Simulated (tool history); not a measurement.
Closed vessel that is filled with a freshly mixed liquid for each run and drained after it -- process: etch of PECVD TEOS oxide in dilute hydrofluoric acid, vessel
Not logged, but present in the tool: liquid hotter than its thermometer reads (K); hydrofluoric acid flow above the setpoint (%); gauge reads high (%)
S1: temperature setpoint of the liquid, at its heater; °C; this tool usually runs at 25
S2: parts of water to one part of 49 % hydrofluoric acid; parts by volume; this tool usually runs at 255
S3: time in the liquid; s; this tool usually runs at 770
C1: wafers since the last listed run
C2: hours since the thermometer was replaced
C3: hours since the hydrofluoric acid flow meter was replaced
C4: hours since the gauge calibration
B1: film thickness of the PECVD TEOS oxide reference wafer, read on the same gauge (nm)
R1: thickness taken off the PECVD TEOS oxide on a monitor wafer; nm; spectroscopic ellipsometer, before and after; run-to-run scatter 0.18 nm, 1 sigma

run    hour    S1   S2    S3     C1      C2      C3      C4     B1     R1
  1       0    21  255   770      0   206.4   312.2  1371.2  69.98  33.12
  2    87.4    21  255   770   6341   293.8   399.6  1458.6  70.01  33.12
  3   154.8    25  255   770   4890   361.2     467    1526  69.99  38.58
  4   191.1    25  255   770   2633   397.5   503.3  1562.3  70.04   38.5
  5   228.7    25  255   770   2728   435.1   540.9  1599.9  70.03  38.33
  6   293.6    25  255   770   4709     500   605.8  1664.8     70  38.41
  7   400.4    25  255   770   7749   606.8   712.6  1771.6     70  38.78
  8   649.9    25  255  1095  18103   856.3   962.1  2021.1  70.05  55.44
      721.4  -- thermometer replaced
  9   737.1    25  255  1095   6254    15.7  1049.3  2108.3  70.02  55.24
 10   843.8    25  255   930   7742   122.4    1156    2215  69.98  47.13
 11   973.8    25  255   930   9432   252.4    1286    2345     70  47.45
     1047.7  -- gauge calibrated
 12  1052.8    25  255   930   5732   331.4    1365     5.1  69.97  47.17
 13  1136.9    25  255   770   6102   415.5  1449.1    89.2  70.03  39.17
 14  1187.3    25  255   770   3657   465.9  1499.5   139.6  70.02  39.53
 15  1474.2    25  255   770  20817   752.8  1786.4   426.5  70.02   39.5
 16  1575.7  22.5  285   770   7364   854.3  1887.9     528  69.99  31.46
     1647.1  -- hydrofluoric acid flow meter replaced
 17  1648.4  27.5  185   330   5202     927     1.3   600.7  69.96  26.56
 18  1705.2    25  155   440   4121   983.8    58.1   657.5  69.97  40.28
     1738.7  -- thermometer replaced
 19  1791.8    25  155   770   6211    53.1   144.7   744.1  69.97  70.31
 20  1979.1    20  220   770  13590   240.4     332   931.4  70.01   38.6
 21  2076.1    28  220   325   7038   337.4     429  1028.4  70.01   21.9
 22  2170.5    25  255   770   6849   431.8   523.4  1122.8  70.03  38.62
 23  2277.7    25  255   770   7778     539   630.6    1230  70.02  38.32
 24  2406.7  21.5  340   405   9360     668   759.6    1359     70  12.43
 25  2647.5    25  255   770  17472   908.8  1000.4  1599.8     70     39
 26  2727.7  21.5  345   455   5819     989  1080.6    1680  70.01  13.86
 27  2782.3    25  255   770   3961  1043.6  1135.2  1734.6  69.96  39.09
       2814  -- thermometer replaced
 28  2876.9    25  255   770   6791    62.9  1229.8  1829.2  69.96  38.97
 29  2960.2    25  255   770   6044   146.2  1313.1  1912.5  69.99  39.29
 30  3050.2  29.5  380   770   6530   236.2  1403.1  2002.5  69.99  26.71
 31  3134.4    29  255   325   6109   320.4  1487.3  2086.7  69.98  19.03
 32  3207.6  26.5  255   770   5311   393.6  1560.5  2159.9  70.04  41.25
 33  3307.3    25  255   770   7234   493.3  1660.2  2259.6  70.05  39.62
 34  3538.5  21.5  255   550  16775   724.5  1891.4  2490.8  70.06  24.91

How would selected steps in R1 from run to run divide? Give the signed amount a tool lacking its hidden state would still show from settings, what came in and random variation, and the signed amount left for the hidden state, including any gauge scatter that is not in both of the compared results.
Run 16 -> 17: S1 22.5 -> 27.5, S2 285 -> 185, S3 770 -> 330, hydrofluoric acid flow meter replaced. R1 -4.9 nm: hidden state -1.16, all else -3.74.
Run 18 -> 19: S3 440 -> 770, thermometer replaced. R1 +30.03 nm: hidden state +0.3, all else +29.73.
Run 19 -> 20: S1 25 -> 20, S2 155 -> 220. R1 -31.71 nm: hidden state -0.1, all else -31.61.
Run 24 -> 25: S1 21.5 -> 25, S2 340 -> 255, S3 405 -> 770. R1 +26.57 nm: hidden state +0.72, all else +25.85.
Run 31 -> 32: S1 29 -> 26.5, S3 325 -> 770. R1 +22.22 nm: hidden state +0.82, all else +21.4.
